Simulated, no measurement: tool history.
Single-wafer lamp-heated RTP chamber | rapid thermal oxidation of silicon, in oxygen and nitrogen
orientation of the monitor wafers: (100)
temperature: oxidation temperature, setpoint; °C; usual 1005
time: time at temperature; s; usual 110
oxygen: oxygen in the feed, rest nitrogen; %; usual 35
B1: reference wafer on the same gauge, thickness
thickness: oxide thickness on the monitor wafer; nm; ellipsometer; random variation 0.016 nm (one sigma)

run 1 day=0 | temperature=1013 time=110 oxygen=21 | B1=6.57 | thickness=5.199
run 2 day=3.688 | temperature=1013 time=110 oxygen=21 | B1=6.567 | thickness=5.186
run 3 day=7.362 | temperature=1005 time=110 oxygen=35 | B1=6.566 | thickness=5.844
-- day=8.708 pyrometer window cleaned and pyrometer calibrated
run 4 day=11.738 | temperature=1005 time=110 oxygen=35 | B1=6.574 | thickness=5.71
run 5 day=14.096 | temperature=1005 time=110 oxygen=35 | B1=6.567 | thickness=5.724
run 6 day=16.408 | temperature=1005 time=110 oxygen=35 | B1=6.571 | thickness=5.723
run 7 day=18.029 | temperature=1005 time=110 oxygen=35 | B1=6.568 | thickness=5.74
run 8 day=29.117 | temperature=1005 time=110 oxygen=35 | B1=6.571 | thickness=5.802
run 9 day=33.142 | temperature=1005 time=110 oxygen=35 | B1=6.563 | thickness=5.794
run 10 day=38.871 | temperature=1005 time=110 oxygen=35 | B1=6.562 | thickness=5.845
run 11 day=42.833 | temperature=1016 time=110 oxygen=35 | B1=6.571 | thickness=6.32
-- day=45.196 pyrometer window cleaned and pyrometer calibrated
run 12 day=45.242 | temperature=1016 time=110 oxygen=35 | B1=6.566 | thickness=6.162
run 13 day=47.858 | temperature=1005 time=110 oxygen=35 | B1=6.57 | thickness=5.671
-- day=49.438 gauge calibrated
run 14 day=50.692 | temperature=1005 time=110 oxygen=35 | B1=6.578 | thickness=5.673
-- day=61.475 oxygen flow controller replaced
run 15 day=61.496 | temperature=1005 time=110 oxygen=35 | B1=6.57 | thickness=5.747
run 16 day=65.675 | temperature=1019 time=59 oxygen=54 | B1=6.572 | thickness=5.642
run 17 day=69.846 | temperature=1013 time=110 oxygen=35 | B1=6.577 | thickness=6.141
run 18 day=73.917 | temperature=995 time=68 oxygen=17 | B1=6.572 | thickness=3.588
run 19 day=75.796 | temperature=1005 time=110 oxygen=64 | B1=6.567 | thickness=7.136
run 20 day=78.938 | temperature=1005 time=110 oxygen=64 | B1=6.559 | thickness=7.195
-- day=81.517 pyrometer window cleaned and pyrometer calibrated
run 21 day=81.808 | temperature=1005 time=110 oxygen=35 | B1=6.57 | thickness=5.694
run 22 day=83.933 | temperature=976 time=93 oxygen=19 | B1=6.564 | thickness=3.655
run 23 day=85.788 | temperature=1005 time=110 oxygen=35 | B1=6.568 | thickness=5.727
run 24 day=88.621 | temperature=1005 time=110 oxygen=35 | B1=6.571 | thickness=5.715
run 25 day=92.229 | temperature=1023 time=80 oxygen=35 | B1=6.576 | thickness=5.656
run 26 day=94.112 | temperature=982 time=65 oxygen=35 | B1=6.571 | thickness=3.943
run 27 day=95.842 | temperature=1021 time=150 oxygen=45 | B1=6.566 | thickness=8.049
run 28 day=108 | temperature=1005 time=110 oxygen=24 | B1=6.575 | thickness=5.087
run 29 day=112.117 | temperature=1005 time=110 oxygen=35 | B1=6.563 | thickness=5.851
run 30 day=114.038 | temperature=989 time=141 oxygen=17 | B1=6.571 | thickness=4.577
run 31 day=117.946 | temperature=977 time=63 oxygen=19 | B1=6.573 | thickness=3.282

What the log doesn't show, run by run:
deviation of the oxygen flow from its setpoint, %: 0 in every run
gauge reads high (%): 0 in every run
H1: true wafer temperature minus pyrometer reading, K
run=1 H1=3.3
run=2 H1=3.72
run=3 H1=4.14
run=4 H1=0.884
run=5 H1=1.15
run=6 H1=1.42
run=7 H1=1.6
run=8 H1=2.87
run=9 H1=3.33
run=10 H1=3.98
run=11 H1=4.43
run=12 H1=0.0159
run=13 H1=0.315
run=14 H1=0.638
run=15 H1=1.87
run=16 H1=2.35
run=17 H1=2.82
run=18 H1=3.29
run=19 H1=3.5
run=20 H1=3.86
run=21 H1=0.199
run=22 H1=0.441
run=23 H1=0.653
run=24 H1=0.976
run=25 H1=1.39
run=26 H1=1.6
run=27 H1=1.8
run=28 H1=3.19
run=29 H1=3.66
run=30 H1=3.88
run=31 H1=4.32
